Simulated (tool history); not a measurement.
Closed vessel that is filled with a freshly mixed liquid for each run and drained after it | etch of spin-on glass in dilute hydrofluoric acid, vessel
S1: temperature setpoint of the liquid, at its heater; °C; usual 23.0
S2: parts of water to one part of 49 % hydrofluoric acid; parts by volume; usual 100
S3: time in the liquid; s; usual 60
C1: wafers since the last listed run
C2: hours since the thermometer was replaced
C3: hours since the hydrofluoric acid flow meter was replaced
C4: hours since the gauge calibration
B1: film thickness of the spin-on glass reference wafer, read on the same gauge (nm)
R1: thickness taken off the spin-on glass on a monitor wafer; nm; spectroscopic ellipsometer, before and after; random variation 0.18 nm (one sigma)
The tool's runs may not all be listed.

Run 1, hour 0.0: usual settings but S3 70 s; C1 0; C2 1318.3; C3 1584.7; C4 215.3; B1 39.97. Result: R1 34.74 nm.
Run 2, hour 12.1: usual settings but S3 70 s; C1 1188; C2 1330.4; C3 1596.8; C4 227.4; B1 39.99. Result: R1 34.84 nm.
Run 3, hour 24.2: usual settings but S3 70 s; C1 1188; C2 1342.5; C3 1608.9; C4 239.5; B1 39.99. Result: R1 34.84 nm.
Run 4, hour 59.4: usual settings; C1 3458; C2 1377.7; C3 1644.1; C4 274.7; B1 39.98. Result: R1 30.27 nm.
Run 5, hour 88.6: usual settings; C1 2869; C2 1406.9; C3 1673.3; C4 303.9; B1 40.02. Result: R1 30.24 nm.
Run 6, hour 115.4: usual settings; C1 2633; C2 1433.7; C3 1700.1; C4 330.7; B1 40.01. Result: R1 29.89 nm.
At hour 129.6: hydrofluoric acid flow meter replaced.
Run 7, hour 131.8: usual settings but S2 70 parts by volume; C1 1513; C2 1450.1; C3 2.2; C4 347.1; B1 39.95. Result: R1 38.57 nm.
At hour 132.9: gauge calibrated.
Run 8, hour 156.1: usual settings but S2 70 parts by volume; C1 2387; C2 1474.4; C3 26.5; C4 23.2; B1 40.01. Result: R1 38.79 nm.
Run 9, hour 185.0: usual settings; C1 2839; C2 1503.3; C3 55.4; C4 52.1; B1 40.00. Result: R1 26.21 nm.
Run 10, hour 212.0: usual settings but S1 18.0 °C, S2 75 parts by volume, S3 35 s; C1 2652; C2 1530.3; C3 82.4; C4 79.1; B1 39.97. Result: R1 16.96 nm.
Run 11, hour 233.3: usual settings but S3 50 s; C1 2092; C2 1551.6; C3 103.7; C4 100.4; B1 40.01. Result: R1 22.06 nm.
Run 12, hour 246.1: usual settings; C1 1257; C2 1564.4; C3 116.5; C4 113.2; B1 40.01. Result: R1 26.16 nm.
Run 13, hour 278.8: usual settings but S1 19.0 °C, S2 55 parts by volume; C1 3213; C2 1597.1; C3 149.2; C4 145.9; B1 40.01. Result: R1 43.36 nm.
At hour 290.5: thermometer replaced.
Run 14, hour 320.8: usual settings but S1 18.5 °C, S2 70 parts by volume, S3 80 s; C1 4028; C2 30.3; C3 191.2; C4 187.9; B1 40.01. Result: R1 43.53 nm.
Run 15, hour 343.6: usual settings; C1 2240; C2 53.1; C3 214.0; C4 210.7; B1 40.01. Result: R1 26.64 nm.
Run 16, hour 374.7: usual settings but S1 20.0 °C, S2 65 parts by volume, S3 30 s; C1 3055; C2 84.2; C3 245.1; C4 241.8; B1 40.00. Result: R1 18.57 nm.
Run 17, hour 391.0: usual settings but S1 24.5 °C, S2 140 parts by volume, S3 80 s; C1 1601; C2 100.5; C3 261.4; C4 258.1; B1 39.98. Result: R1 25.73 nm.
Run 18, hour 411.1: usual settings but S2 65 parts by volume; C1 1974; C2 120.6; C3 281.5; C4 278.2; B1 40.00. Result: R1 42.86 nm.

What the log doesn't show, run by run:
liquid hotter than its thermometer reads (K): 0 in every run
gauge reads high (%): 0 in every run
H1: hydrofluoric acid flow above the setpoint (%)
run    H1
  1  13.7
  2  13.8
  3  13.9
  4  14.2
  5  14.4
  6  14.6
  7  1.13
  8  1.32
  9  1.55
 10  1.76
 11  1.93
 12  2.03
 13  2.29
 14  2.62
 15   2.8
 16  3.04
 17  3.17
 18  3.33
